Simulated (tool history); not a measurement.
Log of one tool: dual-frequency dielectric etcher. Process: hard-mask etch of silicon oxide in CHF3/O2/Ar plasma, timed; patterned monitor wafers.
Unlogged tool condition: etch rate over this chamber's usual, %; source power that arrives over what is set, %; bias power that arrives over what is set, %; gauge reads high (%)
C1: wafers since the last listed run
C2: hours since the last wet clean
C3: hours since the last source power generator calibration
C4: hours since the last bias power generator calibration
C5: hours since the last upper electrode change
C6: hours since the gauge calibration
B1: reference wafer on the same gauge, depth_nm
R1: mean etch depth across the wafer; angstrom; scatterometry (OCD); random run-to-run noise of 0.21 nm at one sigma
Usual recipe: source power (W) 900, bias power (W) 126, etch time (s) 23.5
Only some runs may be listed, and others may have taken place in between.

run 1 hour=0 | source_power_(W)=900 bias_power_(W)=126 etch_time_(s)=21 | C1=0 C2=322.8 C3=1659.3 C4=3478.5 C5=4614.2 C6=793.8 | B1=56.35 | R1=424.3
run 2 hour=27.1 | source_power_(W)=900 bias_power_(W)=126 etch_time_(s)=21 | C1=316 C2=349.9 C3=1686.4 C4=3505.6 C5=4641.3 C6=820.9 | B1=56.42 | R1=425.3
run 3 hour=79 | source_power_(W)=900 bias_power_(W)=108 etch_time_(s)=23.5 | C1=606 C2=401.8 C3=1738.3 C4=3557.5 C5=4693.2 C6=872.8 | B1=56.39 | R1=454.4
run 4 hour=126.8 | source_power_(W)=900 bias_power_(W)=108 etch_time_(s)=23.5 | C1=558 C2=449.6 C3=1786.1 C4=3605.3 C5=4741 C6=920.6 | B1=56.38 | R1=453.5
run 5 hour=188.4 | source_power_(W)=900 bias_power_(W)=126 etch_time_(s)=23.5 | C1=719 C2=511.2 C3=1847.7 C4=3666.9 C5=4802.6 C6=982.2 | B1=56.35 | R1=473.2
run 6 hour=252.7 | source_power_(W)=900 bias_power_(W)=126 etch_time_(s)=23.5 | C1=751 C2=575.5 C3=1912 C4=3731.2 C5=4866.9 C6=1046.5 | B1=56.39 | R1=467.1
-- hour=301.9 wet clean of the chamber
run 7 hour=302.4 | source_power_(W)=900 bias_power_(W)=126 etch_time_(s)=23.5 | C1=300 C2=0.5 C3=1961.7 C4=3780.9 C5=4916.6 C6=1096.2 | B1=56.5 | R1=495.9
run 8 hour=351.4 | source_power_(W)=900 bias_power_(W)=126 etch_time_(s)=23.5 | C1=572 C2=49.5 C3=2010.7 C4=3829.9 C5=4965.6 C6=1145.2 | B1=56.38 | R1=489.1
run 9 hour=419.9 | source_power_(W)=900 bias_power_(W)=126 etch_time_(s)=23.5 | C1=800 C2=118 C3=2079.2 C4=3898.4 C5=5034.1 C6=1213.7 | B1=56.31 | R1=490.8
run 10 hour=469.8 | source_power_(W)=900 bias_power_(W)=126 etch_time_(s)=23.5 | C1=583 C2=167.9 C3=2129.1 C4=3948.3 C5=5084 C6=1263.6 | B1=56.47 | R1=484.9
-- hour=520.5 upper electrode replaced
run 11 hour=521 | source_power_(W)=900 bias_power_(W)=126 etch_time_(s)=23.5 | C1=317 C2=219.1 C3=2180.3 C4=3999.5 C5=0.5 C6=1314.8 | B1=56.37 | R1=481.3
run 12 hour=557.2 | source_power_(W)=900 bias_power_(W)=117 etch_time_(s)=23.5 | C1=423 C2=255.3 C3=2216.5 C4=4035.7 C5=36.7 C6=1351 | B1=56.36 | R1=474.1
run 13 hour=594.1 | source_power_(W)=850 bias_power_(W)=126 etch_time_(s)=27 | C1=431 C2=292.2 C3=2253.4 C4=4072.6 C5=73.6 C6=1387.9 | B1=56.4 | R1=542
-- hour=634.3 gauge calibrated
run 14 hour=657.5 | source_power_(W)=850 bias_power_(W)=126 etch_time_(s)=27 | C1=740 C2=355.6 C3=2316.8 C4=4136 C5=137 C6=23.2 | B1=56.35 | R1=541.1
run 15 hour=697.6 | source_power_(W)=900 bias_power_(W)=126 etch_time_(s)=23.5 | C1=468 C2=395.7 C3=2356.9 C4=4176.1 C5=177.1 C6=63.3 | B1=56.41 | R1=479.3
run 16 hour=729.4 | source_power_(W)=900 bias_power_(W)=126 etch_time_(s)=23.5 | C1=371 C2=427.5 C3=2388.7 C4=4207.9 C5=208.9 C6=95.1 | B1=56.51 | R1=478.8
run 17 hour=759.5 | source_power_(W)=1050 bias_power_(W)=154 etch_time_(s)=23.5 | C1=351 C2=457.6 C3=2418.8 C4=4238 C5=239 C6=125.2 | B1=56.36 | R1=537.6
run 18 hour=791.5 | source_power_(W)=1050 bias_power_(W)=154 etch_time_(s)=23.5 | C1=373 C2=489.6 C3=2450.8 C4=4270 C5=271 C6=157.2 | B1=56.42 | R1=531.6
run 19 hour=845 | source_power_(W)=900 bias_power_(W)=126 etch_time_(s)=23.5 | C1=625 C2=543.1 C3=2504.3 C4=4323.5 C5=324.5 C6=210.7 | B1=56.38 | R1=472
-- hour=866.6 source power generator calibrated
run 20 hour=878.9 | source_power_(W)=830 bias_power_(W)=110 etch_time_(s)=25.5 | C1=349 C2=577 C3=12.3 C4=4357.4 C5=358.4 C6=244.6 | B1=56.3 | R1=479.6
-- hour=918.6 wet clean of the chamber
run 21 hour=925.4 | source_power_(W)=830 bias_power_(W)=110 etch_time_(s)=25.5 | C1=262 C2=6.8 C3=58.8 C4=4403.9 C5=404.9 C6=291.1 | B1=56.4 | R1=494.7
run 22 hour=992 | source_power_(W)=1110 bias_power_(W)=147 etch_time_(s)=17.5 | C1=778 C2=73.4 C3=125.4 C4=4470.5 C5=471.5 C6=357.7 | B1=56.31 | R1=412.2
run 23 hour=1022.5 | source_power_(W)=720 bias_power_(W)=105 etch_time_(s)=23.5 | C1=356 C2=103.9 C3=155.9 C4=4501 C5=502 C6=388.2 | B1=56.41 | R1=423.6
run 24 hour=1065.9 | source_power_(W)=740 bias_power_(W)=126 etch_time_(s)=18.5 | C1=507 C2=147.3 C3=199.3 C4=4544.4 C5=545.4 C6=431.6 | B1=56.38 | R1=350.3
-- hour=1087.2 bias power generator calibrated
run 25 hour=1121 | source_power_(W)=790 bias_power_(W)=152 etch_time_(s)=18 | C1=597 C2=202.4 C3=254.4 C4=33.8 C5=600.5 C6=486.7 | B1=56.38 | R1=370.3
run 26 hour=1148.3 | source_power_(W)=830 bias_power_(W)=126 etch_time_(s)=27.5 | C1=319 C2=229.7 C3=281.7 C4=61.1 C5=627.8 C6=514 | B1=56.43 | R1=544.8
run 27 hour=1214.2 | source_power_(W)=1020 bias_power_(W)=126 etch_time_(s)=21 | C1=770 C2=295.6 C3=347.6 C4=127 C5=693.7 C6=579.9 | B1=56.37 | R1=451
run 28 hour=1273.6 | source_power_(W)=980 bias_power_(W)=126 etch_time_(s)=23.5 | C1=694 C2=355 C3=407 C4=186.4 C5=753.1 C6=639.3 | B1=56.48 | R1=491.8
run 29 hour=1299.9 | source_power_(W)=1060 bias_power_(W)=115 etch_time_(s)=20.5 | C1=307 C2=381.3 C3=433.3 C4=212.7 C5=779.4 C6=665.6 | B1=56.5 | R1=432
run 30 hour=1458.8 | source_power_(W)=1070 bias_power_(W)=126 etch_time_(s)=19 | C1=1857 C2=540.2 C3=592.2 C4=371.6 C5=938.3 C6=824.5 | B1=56.36 | R1=407.3
-- hour=1499.4 wet clean of the chamber
run 31 hour=1523.6 | source_power_(W)=680 bias_power_(W)=126 etch_time_(s)=19.5 | C1=476 C2=24.2 C3=657 C4=436.4 C5=1003.1 C6=889.3 | B1=56.39 | R1=362.9

Run by run, hidden condition taken away, random variation retained:
run=1 R1=434.2
run=2 R1=436
run=3 R1=467.5
run=4 R1=468.1
run=5 R1=490.5
run=6 R1=486.3
run=7 R1=492.9
run=8 R1=487.6
run=9 R1=491.6
run=10 R1=487.3
run=11 R1=485.3
run=12 R1=479.1
run=13 R1=549.2
run=14 R1=550.6
run=15 R1=489.1
run=16 R1=489.6
run=17 R1=550.8
run=18 R1=545.8
run=19 R1=486.4
run=20 R1=495.4
run=21 R1=494.4
run=22 R1=413.8
run=23 R1=426
run=24 R1=353.3
run=25 R1=374.9
run=26 R1=552.6
run=27 R1=459.5
run=28 R1=503.1
run=29 R1=442.7
run=30 R1=421.9
run=31 R1=363.6
